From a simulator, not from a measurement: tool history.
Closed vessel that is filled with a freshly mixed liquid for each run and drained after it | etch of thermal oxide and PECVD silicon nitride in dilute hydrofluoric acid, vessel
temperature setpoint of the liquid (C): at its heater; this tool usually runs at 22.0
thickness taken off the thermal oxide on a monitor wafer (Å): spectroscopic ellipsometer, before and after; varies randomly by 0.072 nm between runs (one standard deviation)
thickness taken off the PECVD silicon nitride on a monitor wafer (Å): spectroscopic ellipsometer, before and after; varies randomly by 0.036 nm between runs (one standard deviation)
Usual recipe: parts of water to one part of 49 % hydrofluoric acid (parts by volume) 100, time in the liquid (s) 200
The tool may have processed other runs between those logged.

run,hour,temperature setpoint of the liquid (C),parts of water to one part of 49 % hydrofluoric acid (parts by volume),time in the liquid (s),"read-back film thickness of the thermal oxide reference wafer, read on the same gauge (nm)","read-back film thickness of the PECVD silicon nitride reference wafer, read on the same gauge (nm)",thickness taken off the thermal oxide on a monitor wafer (Å),thickness taken off the PECVD silicon nitride on a monitor wafer (Å)
1,0.0,22.0,100,200,150.02,59.986,78.3,33.68
# hour 2.1: gauge calibrated
2,34.4,22.0,100,200,149.96,60.021,77.9,34.28
3,52.2,22.0,135,120,150.00,59.998,33.9,15.13
4,78.3,22.0,135,120,150.04,60.047,33.6,15.10
5,185.4,22.0,135,120,150.01,60.008,33.4,15.33
6,199.4,25.0,100,200,149.99,59.988,88.6,42.66
7,224.0,25.0,100,200,150.03,60.013,88.6,41.32
8,254.8,25.0,100,200,150.06,59.977,87.8,41.68
9,289.3,22.0,100,295,150.01,59.977,114.8,50.80
10,353.9,22.0,100,295,149.97,60.002,116.6,51.51
11,366.2,22.0,100,200,149.98,59.992,78.5,34.20
12,393.1,22.0,100,200,149.99,59.973,78.6,34.42
# hour 398.5: gauge calibrated
13,411.5,22.0,100,310,150.03,60.020,121.7,53.33
14,428.2,24.5,55,85,149.97,60.026,70.7,31.26
# hour 453.9: thermometer replaced
15,461.4,24.0,75,295,149.99,59.963,172.7,77.16
16,483.8,22.0,100,200,149.95,60.001,78.0,34.31
17,495.9,26.5,120,160,150.00,60.025,61.1,30.94
# hour 510.7: hydrofluoric acid flow meter replaced
18,517.4,20.5,145,200,150.04,60.013,48.2,21.62
19,550.8,22.0,100,155,150.00,59.951,59.9,26.81
20,588.8,23.5,125,200,150.04,60.011,65.5,30.61
21,613.0,19.5,80,260,150.06,59.965,118.4,46.88
22,628.6,24.5,55,85,149.98,60.027,71.4,30.79
23,641.4,22.0,100,200,149.97,60.034,77.9,33.76
24,668.1,20.0,65,110,149.98,59.997,62.5,24.67
25,695.2,22.0,100,200,149.97,59.952,77.9,34.55

Below are 4 alternative next runs, each starting from the tool's condition after run 25. Predict each:
A,695.9,22.0,100,120,?,?,?,?
B,695.9,24.0,100,310,?,?,?,?
C,695.9,22.0,100,115,?,?,?,?
D,695.9,18.5,65,100,?,?,?,?

run,"read-back film thickness of the thermal oxide reference wafer, read on the same gauge (nm)","read-back film thickness of the PECVD silicon nitride reference wafer, read on the same gauge (nm)",thickness taken off the thermal oxide on a monitor wafer (Å),thickness taken off the PECVD silicon nitride on a monitor wafer (Å)
A,150.02,60.002,46.7,20.57
B,150.02,60.002,130.7,60.68
C,150.02,60.002,44.8,19.71
D,150.02,60.002,53.9,20.54
Stripped of hidden state, with their random variation kept, the same runs would have yielded:
run,thickness taken off the thermal oxide on a monitor wafer (Å),thickness taken off the PECVD silicon nitride on a monitor wafer (Å)
A,46.7,20.57
B,130.7,60.68
C,44.8,19.71
D,53.9,20.54
